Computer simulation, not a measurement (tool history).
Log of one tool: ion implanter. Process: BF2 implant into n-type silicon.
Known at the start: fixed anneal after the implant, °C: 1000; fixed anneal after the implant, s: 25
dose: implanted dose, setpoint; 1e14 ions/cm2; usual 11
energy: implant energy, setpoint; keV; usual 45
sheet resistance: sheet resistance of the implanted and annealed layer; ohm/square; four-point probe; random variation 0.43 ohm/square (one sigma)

run     day   dose  energy  read-back reference wafer on the same gauge, sheet resistance  sheet resistance
  1       0     11      45                                                            150            132.11
  2   1.688     11      45                                                         149.99            132.74
  3   3.783     11      45                                                         150.04            133.07
  4   5.575     11    36.5                                                         149.85            142.96
  5   9.608     11    36.5                                                         150.06            142.93
  6  15.392     11    36.5                                                         149.77            143.62
  7  18.258     11      45                                                         150.14            132.89
  8  22.167     11      45                                                         150.19             133.6
  9  23.954     11      45                                                         149.88            132.61
     25.796  -- gauge calibrated
 10  28.792     11      45                                                         150.02            133.31
 11  32.846  11.84      50                                                         149.95            123.88
 12  34.533   8.95    36.5                                                          150.1            158.92
 13  37.979   8.97      49                                                            150            147.69
     41.062  -- extraction supply calibrated
 14  42.158  13.63      34                                                         150.16            137.39
     44.542  -- Faraday cup replaced and dose calibrated
 15  46.567  13.43      50                                                         149.96            115.44
 16  50.796  13.19      31                                                         149.89            142.79
 17    55.8     11      45                                                         149.95            132.19
 18  59.825     11      45                                                         149.97            132.11
 19  62.038     11      60                                                         150.05            120.82
 20  63.892  12.25    52.5                                                         149.99            118.12

Forecast each of these 4 alternatives for the next run:
  A  63.908     11      45                                                              ?                 ?
  B  63.908  11.95      45                                                              ?                 ?
  C  63.908   7.74      45                                                              ?                 ?
  D  63.908     11    54.5                                                              ?                 ?

run  read-back reference wafer on the same gauge, sheet resistance  sheet resistance
  A                                                         150.02            131.99
  B                                                         150.02            126.89
  C                                                         150.02            164.17
  D                                                         150.02            124.32
Without the tool's hidden state the same runs would have given:
run  sheet resistance
  A            130.32
  B            125.49
  C            161.18
  D            122.47
